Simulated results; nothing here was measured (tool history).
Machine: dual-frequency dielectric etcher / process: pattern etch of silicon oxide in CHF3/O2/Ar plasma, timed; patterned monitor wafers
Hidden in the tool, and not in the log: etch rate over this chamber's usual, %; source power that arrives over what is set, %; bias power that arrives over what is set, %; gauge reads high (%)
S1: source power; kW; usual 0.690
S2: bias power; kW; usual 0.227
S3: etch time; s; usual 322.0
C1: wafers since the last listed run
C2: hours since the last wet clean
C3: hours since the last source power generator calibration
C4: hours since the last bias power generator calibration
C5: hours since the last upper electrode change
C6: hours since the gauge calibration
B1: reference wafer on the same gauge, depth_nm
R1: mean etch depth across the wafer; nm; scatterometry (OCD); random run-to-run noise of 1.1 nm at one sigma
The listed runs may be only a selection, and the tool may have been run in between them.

Run 1, hour 0.0: usual settings but S1 0.640 kW; C1 0; C2 404.8; C3 2651.4; C4 4275.1; C5 3287.1; C6 157.0; B1 770.6. Result: R1 666.4 nm.
Run 2, hour 13.9: usual settings but S1 0.580 kW, S2 0.247 kW; C1 97; C2 418.7; C3 2665.3; C4 4289.0; C5 3301.0; C6 170.9; B1 771.3. Result: R1 666.3 nm.
Run 3, hour 30.1: usual settings but S1 0.580 kW, S2 0.247 kW; C1 113; C2 434.9; C3 2681.5; C4 4305.2; C5 3317.2; C6 187.1; B1 771.7. Result: R1 667.2 nm.
At hour 31.1: gauge calibrated.
Run 4, hour 75.5: usual settings but S1 0.580 kW, S2 0.247 kW; C1 317; C2 480.3; C3 2726.9; C4 4350.6; C5 3362.6; C6 44.4; B1 770.9. Result: R1 664.5 nm.
Run 5, hour 84.7: usual settings but S3 273.0 s; C1 64; C2 489.5; C3 2736.1; C4 4359.8; C5 3371.8; C6 53.6; B1 771.3. Result: R1 577.6 nm.
Run 6, hour 92.7: usual settings but S1 0.790 kW; C1 56; C2 497.5; C3 2744.1; C4 4367.8; C5 3379.8; C6 61.6; B1 771.3. Result: R1 715.5 nm.
Run 7, hour 101.3: usual settings but S1 0.790 kW; C1 60; C2 506.1; C3 2752.7; C4 4376.4; C5 3388.4; C6 70.2; B1 770.9. Result: R1 714.7 nm.
At hour 110.1: bias power generator calibrated.
At hour 112.4: source power generator calibrated.
Run 8, hour 112.9: usual settings but S2 0.250 kW; C1 36; C2 517.7; C3 0.5; C4 2.8; C5 3400.0; C6 81.8; B1 770.8. Result: R1 710.7 nm.
Run 9, hour 126.8: usual settings but S2 0.250 kW; C1 97; C2 531.6; C3 14.4; C4 16.7; C5 3413.9; C6 95.7; B1 770.4. Result: R1 709.7 nm.
Run 10, hour 137.2: usual settings; C1 72; C2 542.0; C3 24.8; C4 27.1; C5 3424.3; C6 106.1; B1 771.0. Result: R1 680.0 nm.
Run 11, hour 153.6: usual settings; C1 114; C2 558.4; C3 41.2; C4 43.5; C5 3440.7; C6 122.5; B1 771.5. Result: R1 677.7 nm.
Run 12, hour 170.5: usual settings but S1 0.620 kW, S2 0.179 kW, S3 391.5 s; C1 118; C2 575.3; C3 58.1; C4 60.4; C5 3457.6; C6 139.4; B1 771.5. Result: R1 707.9 nm.
Run 13, hour 179.4: usual settings but S1 0.520 kW, S3 371.0 s; C1 62; C2 584.2; C3 67.0; C4 69.3; C5 3466.5; C6 148.3; B1 771.0. Result: R1 705.3 nm.
At hour 215.4: upper electrode replaced.
At hour 223.2: wet clean of the chamber.
Run 14, hour 223.7: usual settings but S3 283.5 s; C1 87; C2 0.5; C3 111.3; C4 113.6; C5 8.3; C6 192.6; B1 770.8. Result: R1 617.8 nm.
Run 15, hour 224.1: usual settings; C1 2; C2 0.9; C3 111.7; C4 114.0; C5 8.7; C6 193.0; B1 771.7. Result: R1 701.7 nm.
Run 16, hour 257.9: usual settings but S1 0.850 kW, S2 0.262 kW, S3 229.5 s; C1 236; C2 34.7; C3 145.5; C4 147.8; C5 42.5; C6 226.8; B1 770.7. Result: R1 574.6 nm.
At hour 258.6: gauge calibrated.
Run 17, hour 272.3: usual settings but S1 0.740 kW, S2 0.257 kW; C1 100; C2 49.1; C3 159.9; C4 162.2; C5 56.9; C6 13.7; B1 770.6. Result: R1 759.6 nm.
Run 18, hour 286.6: usual settings but S2 0.250 kW, S3 354.0 s; C1 100; C2 63.4; C3 174.2; C4 176.5; C5 71.2; C6 28.0; B1 771.2. Result: R1 802.9 nm.
Run 19, hour 298.5: usual settings but S2 0.179 kW, S3 410.0 s; C1 83; C2 75.3; C3 186.1; C4 188.4; C5 83.1; C6 39.9; B1 770.8. Result: R1 797.6 nm.
Run 20, hour 307.5: usual settings but S1 0.770 kW, S2 0.182 kW; C1 63; C2 84.3; C3 195.1; C4 197.4; C5 92.1; C6 48.9; B1 771.4. Result: R1 656.1 nm.
Run 21, hour 325.3: usual settings but S1 0.600 kW, S2 0.265 kW; C1 124; C2 102.1; C3 212.9; C4 215.2; C5 109.9; C6 66.7; B1 771.1. Result: R1 711.1 nm.
Run 22, hour 333.0: usual settings; C1 53; C2 109.8; C3 220.6; C4 222.9; C5 117.6; C6 74.4; B1 770.7. Result: R1 696.4 nm.
Run 23, hour 350.1: usual settings but S1 0.790 kW; C1 119; C2 126.9; C3 237.7; C4 240.0; C5 134.7; C6 91.5; B1 770.4. Result: R1 731.4 nm.

Forecast each of these 4 alternatives for the next run:
Run A, hour 350.6: usual settings; C1 3; C2 127.4; C3 238.2; C4 240.5; C5 135.2; C6 92.0; B1 ?. Result: R1 ?.
Run B, hour 350.6: usual settings but S3 366.5 s; C1 3; C2 127.4; C3 238.2; C4 240.5; C5 135.2; C6 92.0; B1 ?. Result: R1 ?.
Run C, hour 350.6: usual settings but S1 0.560 kW, S2 0.271 kW, S3 243.5 s; C1 3; C2 127.4; C3 238.2; C4 240.5; C5 135.2; C6 92.0; B1 ?. Result: R1 ?.
Run D, hour 350.6: usual settings but S3 236.0 s; C1 3; C2 127.4; C3 238.2; C4 240.5; C5 135.2; C6 92.0; B1 ?. Result: R1 ?.

run     B1     R1
  A  770.9  698.2
  B  770.9  794.7
  C  770.9  530.9
  D  770.9  511.7
Had the tool no hidden state, the same runs would have come out as:
run     R1
  A  704.1
  B  801.4
  C  535.4
  D  516.0

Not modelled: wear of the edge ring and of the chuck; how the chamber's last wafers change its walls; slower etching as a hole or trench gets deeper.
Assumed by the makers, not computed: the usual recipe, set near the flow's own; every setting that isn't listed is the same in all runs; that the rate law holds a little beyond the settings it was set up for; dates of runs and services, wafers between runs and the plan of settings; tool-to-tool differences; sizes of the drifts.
